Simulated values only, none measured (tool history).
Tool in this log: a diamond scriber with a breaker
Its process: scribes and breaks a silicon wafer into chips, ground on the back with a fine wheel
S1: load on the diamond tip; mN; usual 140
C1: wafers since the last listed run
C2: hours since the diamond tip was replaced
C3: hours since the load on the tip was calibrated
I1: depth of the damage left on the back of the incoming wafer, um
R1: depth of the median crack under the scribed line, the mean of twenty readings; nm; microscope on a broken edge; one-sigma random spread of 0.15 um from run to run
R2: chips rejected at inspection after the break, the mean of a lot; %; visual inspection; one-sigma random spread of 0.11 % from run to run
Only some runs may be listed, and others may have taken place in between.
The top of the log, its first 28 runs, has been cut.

run,hour,S1,C1,C2,C3,I1,R1,R2
29,392.5,151,36,161.2,204.0,1.59,13180,0.96
30,400.1,140,20,168.8,211.6,2.24,12420,1.70
31,408.7,101,22,177.4,220.2,1.90,10810,9.42
32,420.5,176,31,189.2,232.0,2.70,14370,3.09
33,435.6,98,40,204.3,247.1,1.63,10490,11.13
34,446.8,153,29,215.5,258.3,2.82,13200,1.81
35,460.1,129,35,228.8,271.6,2.24,12100,3.13
36,476.3,117,43,245.0,287.8,2.79,11430,5.63

Below are 3 alternative next runs, each starting from the tool's condition after run 36. Predict each:
A,476.9,181,1,245.6,288.4,1.87,?,?
B,476.9,124,1,245.6,288.4,1.87,?,?
C,476.9,157,1,245.6,288.4,1.87,?,?

run,R1,R2
A,14340,2.83
B,11810,3.57
C,13310,1.21
Stripped of hidden state, with their random variation kept, the same runs would have yielded:
run,R1,R2
A,14990,4.86
B,12340,2.01
C,13900,1.87
